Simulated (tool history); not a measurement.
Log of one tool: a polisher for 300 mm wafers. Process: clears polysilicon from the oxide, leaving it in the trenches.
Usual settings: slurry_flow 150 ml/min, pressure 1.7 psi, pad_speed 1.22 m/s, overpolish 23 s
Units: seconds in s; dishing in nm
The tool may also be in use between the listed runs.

| run | hour | slurry_flow | pressure | pad_speed | overpolish | incoming thickness of the incoming film, nm | seconds | dishing |
|---|---|---|---|---|---|---|---|---|
| 1 | 0.0 | 150 | 1.6 | 1.22 | 23 | 310.6 | 31.1 | 74.6 |
| 2 | 6.9 | 150 | 1.7 | 1.08 | 23 | 310.9 | 32.8 | 71.5 |
| 3 | 14.6 | 150 | 1.7 | 1.06 | 23 | 309.7 | 34.1 | 71.5 |
| 4 | 24.0 | 150 | 1.7 | 1.06 | 23 | 314.2 | 35.0 | 71.8 |
| 5 | 31.5 | 150 | 1.7 | 1.22 | 23 | 312.1 | 30.1 | 71.1 |
| 6 | 38.3 | 150 | 1.7 | 1.22 | 23 | 306.7 | 30.2 | 72.6 |
| 7 | 55.9 | 150 | 1.7 | 1.22 | 23 | 315.1 | 30.9 | 71.5 |
| 8 | 72.8 | 150 | 1.7 | 1.22 | 28 | 307.1 | 26.3 | 75.8 |
| 9 | 82.3 | 150 | 1.7 | 1.22 | 28 | 316.3 | 27.8 | 75.5 |
| 10 | 96.3 | 150 | 1.7 | 1.22 | 28 | 308.2 | 27.8 | 75.8 |
| 11 | 109.2 | 150 | 1.7 | 1.22 | 23 | 311.9 | 27.2 | 72.7 |
| 12 | 118.7 | 150 | 1.7 | 1.22 | 23 | 313.4 | 28.5 | 75.1 |
| 13 | 129.3 | 175 | 2.3 | 1.64 | 14 | 306.9 | 17.1 | 73.3 |
| 14 | 141.4 | 185 | 1.1 | 1.22 | 16 | 308.5 | 32.3 | 65.7 |
| 15 | 171.9 | 135 | 1.7 | 1.22 | 23 | 305.9 | 29.1 | 72.9 |
| 16 | 182.5 | 115 | 1.5 | 1.02 | 16 | 309.9 | 39.0 | 59.8 |
| 17 | 200.0 | 150 | 2.0 | 0.84 | 23 | 309.6 | 35.1 | 71.4 |
| 18 | 207.3 | 150 | 1.5 | 1.22 | 19 | 312.7 | 32.1 | 69.6 |
| 19 | 214.1 | 120 | 1.5 | 1.22 | 23 | 313.2 | 36.1 | 71.3 |
| 20 | 250.3 | 100 | 1.5 | 1.10 | 28 | 306.6 | 47.6 | 68.7 |
| 21 | 258.0 | 115 | 2.2 | 1.02 | 27 | 311.4 | 37.7 | 71.1 |
| 22 | 264.2 | 150 | 1.7 | 1.22 | 23 | 313.9 | 31.6 | 70.8 |
| 23 | 273.4 | 150 | 1.7 | 1.22 | 28 | 309.9 | 32.4 | 73.3 |
| 24 | 290.3 | 175 | 1.5 | 1.22 | 17 | 314.1 | 32.6 | 66.5 |
| 25 | 302.7 | 190 | 1.7 | 1.22 | 23 | 310.8 | 29.9 | 72.1 |
| 26 | 316.3 | 130 | 2.1 | 1.40 | 23 | 309.4 | 29.3 | 73.9 |
| 27 | 322.8 | 150 | 1.5 | 1.22 | 23 | 308.7 | 36.6 | 68.5 |
| 28 | 330.1 | 150 | 1.7 | 1.22 | 23 | 307.3 | 34.8 | 69.6 |
| 29 | 341.6 | 150 | 1.7 | 1.22 | 23 | 313.4 | 36.9 | 69.9 |
| 30 | 355.7 | 150 | 1.7 | 1.06 | 23 | 313.0 | 43.9 | 68.5 |
| 31 | 371.9 | 110 | 1.7 | 1.22 | 35 | 314.2 | 58.7 | 70.1 |
| 32 | 386.8 | 150 | 1.7 | 1.22 | 23 | 313.1 | 26.4 | 74.8 |
| 33 | 404.6 | 170 | 1.2 | 1.52 | 12 | 314.9 | 26.6 | 63.1 |
| 34 | 420.0 | 150 | 1.7 | 1.22 | 23 | 309.0 | 27.4 | 74.9 |
| 35 | 426.0 | 165 | 1.7 | 1.22 | 33 | 310.9 | 26.3 | 77.2 |

Taken out of this log: 7 entries between the listed runs. Where each belongs, and how the hidden state differs across it:
Between runs 1 and 2: worn pad replaced by a new one (hour 5.3)
  slurry flow missing at the pad, %: 32.5 -> 33.5
  measured less the result without the state, seconds: +2.5 -> +2.8 s; dishing: -1.0 -> -1.1 nm
Between runs 7 and 8: slurry nozzle cleaned (hour 64.4)
  slurry flow missing at the pad, %: 40.4 -> 3.37
  measured less the result without the state, seconds: +3.5 -> +0.1 s; dishing: -1.2 -> +0.0 nm
Between runs 11 and 12: worn pad replaced by a new one, of another model than before (hour 115.4)
  slurry flow missing at the pad, %: 8.52 -> 9.86
  measured less the result without the state, seconds: +0.4 -> +0.9 s; dishing: -0.1 -> -0.3 nm
Between runs 14 and 15: head pressure recalibrated (hour 156.7)
  slurry flow missing at the pad, %: 13.1 -> 17.4
  measured less the result without the state, seconds: +1.0 -> +2.2 s; dishing: -0.7 -> -0.8 nm
Between runs 18 and 19: worn pad replaced by a new one (hour 211.8)
  slurry flow missing at the pad, %: 22.4 -> 23.3
  measured less the result without the state, seconds: +2.9 -> +4.8 s; dishing: -1.4 -> -2.0 nm
Between runs 25 and 26: worn pad replaced by a new one (hour 315.4)
  slurry flow missing at the pad, %: 35.9 -> 37.8
  measured less the result without the state, seconds: +4.4 -> +7.7 s; dishing: -1.5 -> -2.5 nm
Between runs 31 and 32: slurry nozzle cleaned (hour 376.7)
  slurry flow missing at the pad, %: 45.7 -> 2.63
  measured less the result without the state, seconds: +27.8 -> +0.2 s; dishing: -6.2 -> +0.0 nm
